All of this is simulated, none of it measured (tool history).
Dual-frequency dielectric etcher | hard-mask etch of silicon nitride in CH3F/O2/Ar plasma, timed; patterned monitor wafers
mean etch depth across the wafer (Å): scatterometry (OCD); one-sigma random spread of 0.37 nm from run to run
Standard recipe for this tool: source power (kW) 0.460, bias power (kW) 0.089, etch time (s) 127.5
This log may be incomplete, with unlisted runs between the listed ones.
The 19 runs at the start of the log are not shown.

run	day	source power (kW)	bias power (kW)	etch time (s)	read-back reference wafer on the same gauge, depth_nm	mean etch depth across the wafer (Å)
20	22.592	0.380	0.069	127.5	111.9	983
21	23.738	0.460	0.089	127.5	111.9	1090
22	25.192	0.460	0.089	127.5	112.0	1079
23	26.088	0.390	0.075	142.5	112.0	1122
24	28.812	0.460	0.089	127.5	112.0	1074
25	30.217	0.530	0.089	127.5	112.1	1120
26	31.396	0.460	0.077	127.5	112.0	1055
27	32.367	0.370	0.089	127.5	112.1	1018
28	33.221	0.460	0.089	127.5	112.1	1077
29	34.029	0.540	0.079	147.5	112.0	1265
30	34.992	0.460	0.089	127.5	112.0	1069
31	36.225	0.520	0.099	92.5	112.1	827

What if the next run were any one of these 3? Each begins from the tool's condition after run 31:
A	36.246	0.460	0.089	127.5	?	?
B	36.246	0.380	0.074	148.5	?	?
C	36.246	0.370	0.089	93.5	?	?

run	read-back reference wafer on the same gauge, depth_nm	mean etch depth across the wafer (Å)
A	112.1	1071
B	112.1	1139
C	112.1	741
Had the tool no hidden state, the same runs would have come out as:
run	mean etch depth across the wafer (Å)
A	1105
B	1175
C	765

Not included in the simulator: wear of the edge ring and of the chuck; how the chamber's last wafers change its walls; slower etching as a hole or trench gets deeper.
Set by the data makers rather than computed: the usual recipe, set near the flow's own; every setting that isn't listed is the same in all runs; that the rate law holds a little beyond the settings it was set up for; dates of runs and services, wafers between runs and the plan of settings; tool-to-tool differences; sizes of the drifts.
